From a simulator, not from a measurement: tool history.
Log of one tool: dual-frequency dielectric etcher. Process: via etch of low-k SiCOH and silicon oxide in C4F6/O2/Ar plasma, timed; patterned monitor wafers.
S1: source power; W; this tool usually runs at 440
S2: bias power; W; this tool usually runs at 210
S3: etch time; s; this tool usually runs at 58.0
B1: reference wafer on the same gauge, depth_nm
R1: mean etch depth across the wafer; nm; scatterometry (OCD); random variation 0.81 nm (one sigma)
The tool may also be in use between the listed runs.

run,day,S1,S2,S3,B1,R1
1,0.000,440,210,58.0,143.6,161.1
2,1.029,440,210,58.0,143.3,160.2
3,2.242,440,210,58.0,143.5,160.9
# day 3.958: wet clean of the chamber
4,3.979,440,210,58.0,143.2,159.6
5,6.625,440,210,58.0,142.6,161.1
6,8.796,440,210,58.0,142.1,160.4
7,10.646,440,210,58.0,142.3,160.0
8,13.633,440,210,58.0,141.8,158.5
9,14.700,470,210,58.0,141.6,163.3
10,16.912,470,210,58.0,141.2,163.3
11,19.188,470,210,58.0,140.8,161.8
# day 19.962: bias power generator calibrated
# day 21.112: gauge calibrated
# day 22.217: wet clean of the chamber
12,23.825,440,179,58.0,142.9,152.1
13,25.417,440,179,58.0,142.6,149.8
14,27.350,440,179,58.0,142.7,152.2
15,28.667,440,179,58.0,142.1,151.7
16,31.504,440,210,58.0,142.1,159.8
# day 32.633: upper electrode replaced
17,33.988,540,179,75.0,141.5,211.4
# day 35.433: source power generator calibrated
# day 37.029: wet clean of the chamber
18,37.050,540,210,47.5,141.4,142.4
19,37.462,410,257,72.0,141.2,202.0
20,38.538,440,169,70.0,141.1,178.3
21,40.588,500,258,46.5,140.9,142.2
22,43.242,440,210,58.0,140.3,156.9
23,44.362,400,191,41.5,140.3,103.8
24,45.925,440,210,58.0,139.7,156.2
# day 47.238: gauge calibrated
25,47.779,440,210,64.5,143.2,176.8
26,48.838,470,210,58.0,143.0,163.9
27,50.612,440,259,58.0,142.7,171.8
# day 52.867: wet clean of the chamber
28,52.888,440,210,46.5,142.1,128.4
29,55.833,440,192,58.0,141.9,153.9

How would selected steps in R1 from run to run divide? Give the signed amount a tool lacking its hidden state would still show from settings, what came in and random variation, and the signed amount left for the hidden state, including any gauge scatter that is not in both of the compared results.
The hidden state here: etch rate over this chamber's usual, %; source power that arrives over what is set, %; bias power that arrives over what is set, %; gauge reads high (%).
Run 11 -> 12: S1 470 -> 440, S2 210 -> 179, bias power generator calibrated, gauge calibrated, wet clean of the chamber. R1 -9.7 nm: hidden state +2.2, all else -11.9.
Run 17 -> 18: S2 179 -> 210, S3 75.0 -> 47.5, source power generator calibrated, wet clean of the chamber. R1 -69.0 nm: hidden state +0.3, all else -69.3.
Run 18 -> 19: S1 540 -> 410, S2 210 -> 257, S3 47.5 -> 72.0. R1 +59.6 nm: hidden state -0.9, all else +60.5.
Run 24 -> 25: S3 58.0 -> 64.5, gauge calibrated. R1 +20.6 nm: hidden state +3.3, all else +17.3.

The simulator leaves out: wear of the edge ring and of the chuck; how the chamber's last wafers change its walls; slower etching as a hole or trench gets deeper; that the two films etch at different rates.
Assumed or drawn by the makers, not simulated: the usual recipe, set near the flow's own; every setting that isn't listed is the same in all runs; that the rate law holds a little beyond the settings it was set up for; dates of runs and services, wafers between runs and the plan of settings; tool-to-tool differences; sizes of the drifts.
